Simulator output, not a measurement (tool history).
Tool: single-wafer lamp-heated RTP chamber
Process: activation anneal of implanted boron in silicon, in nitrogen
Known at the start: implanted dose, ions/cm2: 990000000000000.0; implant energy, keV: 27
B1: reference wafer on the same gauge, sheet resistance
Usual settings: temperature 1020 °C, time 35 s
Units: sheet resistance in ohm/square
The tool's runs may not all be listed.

{"run": 1, "hour": 0.0, "temperature": 1020, "time": 35, "B1": 90.01, "sheet resistance": 100.75}
{"run": 2, "hour": 44.0, "temperature": 996, "time": 46, "B1": 89.98, "sheet resistance": 102.72}
{"run": 3, "hour": 90.6, "temperature": 996, "time": 46, "B1": 90.04, "sheet resistance": 102.66}
{"run": 4, "hour": 142.8, "temperature": 996, "time": 46, "B1": 90.02, "sheet resistance": 102.29}
{"run": 5, "hour": 180.7, "temperature": 1020, "time": 35, "B1": 89.99, "sheet resistance": 100.64}
{"run": 6, "hour": 243.3, "temperature": 1020, "time": 35, "B1": 89.97, "sheet resistance": 100.44}
{"hour": 282.6, "done": "reflector plate cleaned"}
{"run": 7, "hour": 288.3, "temperature": 1020, "time": 35, "B1": 90.04, "sheet resistance": 100.08}
{"hour": 302.8, "done": "pyrometer window cleaned and pyrometer calibrated"}
{"run": 8, "hour": 355.1, "temperature": 1009, "time": 25, "B1": 89.99, "sheet resistance": 102.53}
{"run": 9, "hour": 399.4, "temperature": 1020, "time": 35, "B1": 90.02, "sheet resistance": 101.08}
{"run": 10, "hour": 425.2, "temperature": 1020, "time": 35, "B1": 89.94, "sheet resistance": 101.07}
{"run": 11, "hour": 457.1, "temperature": 1020, "time": 35, "B1": 90.02, "sheet resistance": 101.12}
{"run": 12, "hour": 490.5, "temperature": 1020, "time": 41, "B1": 90.0, "sheet resistance": 100.81}
{"hour": 684.4, "done": "reflector plate cleaned"}
{"run": 13, "hour": 705.9, "temperature": 1012, "time": 50, "B1": 89.97, "sheet resistance": 100.63}
{"run": 14, "hour": 746.8, "temperature": 1020, "time": 35, "B1": 90.01, "sheet resistance": 100.4}
{"hour": 786.2, "done": "pyrometer window cleaned and pyrometer calibrated"}
{"run": 15, "hour": 815.8, "temperature": 1006, "time": 24, "B1": 90.04, "sheet resistance": 102.8}
{"run": 16, "hour": 876.3, "temperature": 999, "time": 42, "B1": 89.98, "sheet resistance": 102.71}
{"run": 17, "hour": 946.8, "temperature": 1045, "time": 46, "B1": 90.02, "sheet resistance": 99.13}
{"hour": 951.2, "done": "gauge calibrated"}
{"run": 18, "hour": 1003.6, "temperature": 1031, "time": 46, "B1": 89.99, "sheet resistance": 99.83}
{"run": 19, "hour": 1052.2, "temperature": 1020, "time": 35, "B1": 90.05, "sheet resistance": 100.83}
{"hour": 1113.8, "done": "reflector plate cleaned"}
{"run": 20, "hour": 1114.3, "temperature": 1020, "time": 18, "B1": 90.05, "sheet resistance": 101.26}
{"run": 21, "hour": 1173.9, "temperature": 1020, "time": 35, "B1": 90.04, "sheet resistance": 100.36}
{"run": 22, "hour": 1231.5, "temperature": 1020, "time": 35, "B1": 89.99, "sheet resistance": 100.51}

3 ways to go on from here, each from the tool as it stands after run 22. What would each give?
{"run": "A", "hour": 1231.9, "temperature": 1020, "time": 35, "B1": "?", "sheet resistance": "?"}
{"run": "B", "hour": 1231.9, "temperature": 1009, "time": 35, "B1": "?", "sheet resistance": "?"}
{"run": "C", "hour": 1231.9, "temperature": 1044, "time": 44, "B1": "?", "sheet resistance": "?"}

run=A B1=90.04 sheet_resistance=100.14
run=B B1=90.04 sheet_resistance=100.86
run=C B1=90.04 sheet_resistance=98.61
Without the tool's hidden state the same runs would have given:
run=A sheet_resistance=100.89
run=B sheet_resistance=101.92
run=C sheet_resistance=99.19
